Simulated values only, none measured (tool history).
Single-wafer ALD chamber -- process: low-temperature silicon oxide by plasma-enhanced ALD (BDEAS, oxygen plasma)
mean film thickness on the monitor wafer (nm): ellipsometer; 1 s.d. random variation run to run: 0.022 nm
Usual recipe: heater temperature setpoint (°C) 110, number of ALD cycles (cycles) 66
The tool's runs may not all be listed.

run,hour,heater temperature setpoint (°C),number of ALD cycles (cycles),"read-back reference wafer on the same gauge, thickness_nm",mean film thickness on the monitor wafer (nm)
1,0,110,69,8.693,9.226
2,9.6,110,66,8.693,8.803
3,25.7,110,66,8.69,8.778
4,33.6,110,66,8.687,8.785
5,41.9,110,66,8.695,8.783
6,57.6,107,75,8.692,10.106
7,71.7,110,66,8.681,8.795
8,96.5,110,66,8.683,8.817
9,109.8,110,66,8.685,8.777
10,119.2,110,66,8.697,8.781
11,126.3,110,66,8.698,8.775
12,142.2,110,66,8.689,8.8
13,152.7,110,66,8.687,8.789
# hour 153.9: gauge calibrated
14,176.5,110,66,8.706,8.793
15,187.4,120,54,8.683,7.028
16,205.3,122,66,8.692,8.559
17,211.8,97,75,8.692,10.36
18,229.7,120,58,8.687,7.57
# hour 246.5: thermocouple changed; heater temperature recalibrated
19,247,110,66,8.691,8.764
20,256.4,100,66,8.676,8.995
21,266.3,110,66,8.7,8.785
22,282.9,110,66,8.69,8.776
23,290,101,74,8.695,10.074
24,300.8,116,62,8.681,8.167
25,308.7,110,66,8.692,8.798
26,325,103,73,8.706,9.841

4 options for the next run, each taken on its own from the tool as it stands now. Forecast them:
A,325.5,116,66,?,?
B,325.5,99,70,?,?
C,325.5,122,76,?,?
D,325.5,110,59,?,?

run,"read-back reference wafer on the same gauge, thickness_nm",mean film thickness on the monitor wafer (nm)
A,8.685,8.696
B,8.685,9.599
C,8.685,9.886
D,8.685,7.873
The same runs, with their run-to-run variation unchanged, on a tool lacking any hidden condition would have given:
run,mean film thickness on the monitor wafer (nm)
A,8.696
B,9.599
C,9.886
D,7.873
